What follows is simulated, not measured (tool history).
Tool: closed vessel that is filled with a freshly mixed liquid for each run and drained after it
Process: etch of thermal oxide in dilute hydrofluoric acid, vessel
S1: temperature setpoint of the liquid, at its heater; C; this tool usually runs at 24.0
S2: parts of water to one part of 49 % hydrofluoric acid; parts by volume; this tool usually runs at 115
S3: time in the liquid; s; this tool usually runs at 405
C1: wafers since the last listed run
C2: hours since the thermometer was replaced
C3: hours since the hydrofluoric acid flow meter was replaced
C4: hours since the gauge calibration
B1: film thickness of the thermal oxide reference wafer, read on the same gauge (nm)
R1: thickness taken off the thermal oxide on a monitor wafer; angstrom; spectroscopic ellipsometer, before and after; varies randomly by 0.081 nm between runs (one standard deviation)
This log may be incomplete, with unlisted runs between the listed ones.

run   hour    S1   S2   S3   C1     C2      C3     C4      B1     R1
  1    0.0  24.0   70  550    0  354.9   942.6   85.2  140.02  407.5
  2   11.2  24.0  115  405  678  366.1   953.8   96.4  139.98  172.1
  3   22.8  24.0  115  405  702  377.7   965.4  108.0  140.01  172.7
  4   29.4  24.0  115  335  399  384.3   972.0  114.6  139.99  143.7
  5   36.8  24.0  115  335  448  391.7   979.4  122.0  140.00  143.3
  6   47.7  24.0  115  335  660  402.6   990.3  132.9  140.01  143.3
  7   58.8  24.0  115  325  672  413.7  1001.4  144.0  139.97  140.2
  8   71.4  24.0  115  405  763  426.3  1014.0  156.6  140.00  173.6
  9   80.6  24.0   90  405  557  435.5  1023.2  165.8  139.99  231.3
      89.5  -- hydrofluoric acid flow meter replaced
 10   95.1  24.0  115  170  817  450.0     5.6  180.3  140.02   73.8
     100.5  -- gauge calibrated
 11  102.0  24.0   60  525  417  456.9    12.5    1.5  139.99  469.2
     112.3  -- thermometer replaced
 12  112.8  19.5  150  615  593    0.5    23.3   12.3  140.00  154.3
 13  128.5  27.0  170  630  951   16.2    39.0   28.0  139.97  180.1
 14  143.0  28.5  115  405  878   30.7    53.5   42.5  140.00  193.7

What if the next run were any one of these 5? Each begins from the tool's condition after run 14:
  A  143.8  24.0  115  540  48  31.5  54.3  43.3   ?   ?
  B  143.8  26.5  115  205  48  31.5  54.3  43.3   ?   ?
  C  143.8  24.0  115  215  48  31.5  54.3  43.3   ?   ?
  D  143.8  19.0   95  635  48  31.5  54.3  43.3   ?   ?
  E  143.8  24.0   75  405  48  31.5  54.3  43.3   ?   ?

run      B1     R1
  A  139.99  219.6
  B  139.99   91.8
  C  139.99   87.4
  D  139.99  261.7
  E  139.99  265.5
With the hidden condition removed and each run's random variation left untouched, the same runs would have given:
run     R1
  A  215.8
  B   90.2
  C   85.9
  D  256.8
  E  260.8
